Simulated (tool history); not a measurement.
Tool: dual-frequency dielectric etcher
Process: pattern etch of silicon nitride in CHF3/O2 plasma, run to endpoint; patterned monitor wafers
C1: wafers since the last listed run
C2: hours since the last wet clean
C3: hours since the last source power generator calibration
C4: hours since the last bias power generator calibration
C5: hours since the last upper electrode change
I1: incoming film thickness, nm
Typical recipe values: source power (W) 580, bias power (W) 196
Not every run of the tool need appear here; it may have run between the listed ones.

Run 1, day 0: usual settings; C1 0; C2 197; C3 4172.2; C4 2490.5; C5 4202.9; I1 113.4. Result: endpoint time (s) 74.9.
Run 2, day 0.408: usual settings; C1 147; C2 206.8; C3 4182; C4 2500.3; C5 4212.7; I1 111.2. Result: endpoint time (s) 72.9.
Run 3, day 0.754: usual settings; C1 124; C2 215.1; C3 4190.3; C4 2508.6; C5 4221; I1 111.8. Result: endpoint time (s) 73.7.
Run 4, day 1.379: usual settings but source power (W) 480, bias power (W) 222; C1 225; C2 230.1; C3 4205.3; C4 2523.6; C5 4236; I1 111.9. Result: endpoint time (s) 73.1.
Run 5, day 1.812: usual settings but bias power (W) 232; C1 156; C2 240.5; C3 4215.7; C4 2534; C5 4246.4; I1 110.7. Result: endpoint time (s) 67.7.
Run 6, day 2.279: usual settings but bias power (W) 232; C1 168; C2 251.7; C3 4226.9; C4 2545.2; C5 4257.6; I1 112.3. Result: endpoint time (s) 68.4.
Run 7, day 2.733: usual settings but bias power (W) 232; C1 163; C2 262.6; C3 4237.8; C4 2556.1; C5 4268.5; I1 111.9. Result: endpoint time (s) 69.1.
Run 8, day 3.221: usual settings but source power (W) 550, bias power (W) 180; C1 175; C2 274.3; C3 4249.5; C4 2567.8; C5 4280.2; I1 111.9. Result: endpoint time (s) 79.6.
Run 9, day 3.871: usual settings but source power (W) 550, bias power (W) 180; C1 234; C2 289.9; C3 4265.1; C4 2583.4; C5 4295.8; I1 112. Result: endpoint time (s) 79.1.
Run 10, day 4.15: usual settings but source power (W) 550, bias power (W) 180; C1 100; C2 296.6; C3 4271.8; C4 2590.1; C5 4302.5; I1 110.8. Result: endpoint time (s) 78.2.
Run 11, day 4.467: usual settings but bias power (W) 224; C1 114; C2 304.2; C3 4279.4; C4 2597.7; C5 4310.1; I1 111.7. Result: endpoint time (s) 69.2.
Run 12, day 5.108: usual settings; C1 231; C2 319.6; C3 4294.8; C4 2613.1; C5 4325.5; I1 111.3. Result: endpoint time (s) 73.2.
Run 13, day 5.779: usual settings; C1 241; C2 335.7; C3 4310.9; C4 2629.2; C5 4341.6; I1 111.5. Result: endpoint time (s) 74.7.
Run 14, day 6.442: usual settings; C1 238; C2 351.6; C3 4326.8; C4 2645.1; C5 4357.5; I1 110.9. Result: endpoint time (s) 74.5.
Run 15, day 6.904: usual settings; C1 166; C2 362.7; C3 4337.9; C4 2656.2; C5 4368.6; I1 111.2. Result: endpoint time (s) 74.2.
Run 16, day 7.346: usual settings; C1 159; C2 373.3; C3 4348.5; C4 2666.8; C5 4379.2; I1 111. Result: endpoint time (s) 73.9.
Run 17, day 7.929: usual settings but source power (W) 710, bias power (W) 239; C1 210; C2 387.3; C3 4362.5; C4 2680.8; C5 4393.2; I1 112. Result: endpoint time (s) 64.1.
Run 18, day 8.625: usual settings but source power (W) 690, bias power (W) 169; C1 250; C2 404; C3 4379.2; C4 2697.5; C5 4409.9; I1 111.7. Result: endpoint time (s) 75.3.
At day 8.912: bias power generator calibrated.
At day 9.667: wet clean of the chamber.
Run 19, day 9.688: usual settings but source power (W) 690, bias power (W) 168; C1 50; C2 0.5; C3 4404.7; C4 18.6; C5 4435.4; I1 112. Result: endpoint time (s) 79.1.
At day 10.888: upper electrode replaced.
At day 11.388: source power generator calibrated.
At day 11.45: wet clean of the chamber, repeated, since the last time left the tool worse.
Run 20, day 11.471: usual settings but source power (W) 650, bias power (W) 180; C1 199; C2 0.5; C3 2; C4 61.4; C5 14; I1 112.1. Result: endpoint time (s) 72.2.
Run 21, day 11.488: usual settings but source power (W) 710, bias power (W) 167; C1 6; C2 0.9; C3 2.4; C4 61.8; C5 14.4; I1 111.8. Result: endpoint time (s) 72.1.
Run 22, day 11.5: usual settings but source power (W) 690, bias power (W) 171; C1 4; C2 1.2; C3 2.7; C4 62.1; C5 14.7; I1 111.5. Result: endpoint time (s) 72.4.
Run 23, day 11.512: usual settings but source power (W) 650; C1 4; C2 1.5; C3 3; C4 62.4; C5 15; I1 110.8. Result: endpoint time (s) 69.
Run 24, day 11.933: usual settings but source power (W) 670, bias power (W) 149; C1 151; C2 11.6; C3 13.1; C4 72.5; C5 25.1; I1 111.5. Result: endpoint time (s) 77.5.
Run 25, day 12.679: usual settings; C1 268; C2 29.5; C3 31; C4 90.4; C5 43; I1 112.7. Result: endpoint time (s) 72.8.
Run 26, day 13.354: usual settings but source power (W) 530, bias power (W) 169; C1 243; C2 45.7; C3 47.2; C4 106.6; C5 59.2; I1 110.3. Result: endpoint time (s) 78.8.
Run 27, day 13.9: usual settings but source power (W) 500, bias power (W) 232; C1 196; C2 58.8; C3 60.3; C4 119.7; C5 72.3; I1 110.5. Result: endpoint time (s) 69.8.
Run 28, day 14.512: usual settings but source power (W) 510, bias power (W) 172; C1 220; C2 73.5; C3 75; C4 134.4; C5 87; I1 111.4. Result: endpoint time (s) 79.9.

Predict each of these 4 candidate next runs independently; none follows another, all start after run 28:
Run A, day 14.529: usual settings; C1 6; C2 73.9; C3 75.4; C4 134.8; C5 87.4; I1 112.2. Result: endpoint time (s) ?.
Run B, day 14.529: usual settings but source power (W) 720, bias power (W) 178; C1 6; C2 73.9; C3 75.4; C4 134.8; C5 87.4; I1 112.2. Result: endpoint time (s) ?.
Run C, day 14.529: usual settings but source power (W) 450; C1 6; C2 73.9; C3 75.4; C4 134.8; C5 87.4; I1 112.2. Result: endpoint time (s) ?.
Run D, day 14.529: usual settings but source power (W) 540; C1 6; C2 73.9; C3 75.4; C4 134.8; C5 87.4; I1 112.2. Result: endpoint time (s) ?.

run  endpoint time (s)
  A               72.5
  B               70.6
  C               78.6
  D               74.2
Had the tool no hidden state, the same runs would have come out as:
run  endpoint time (s)
  A               72.3
  B               70.4
  C               78.4
  D                 74
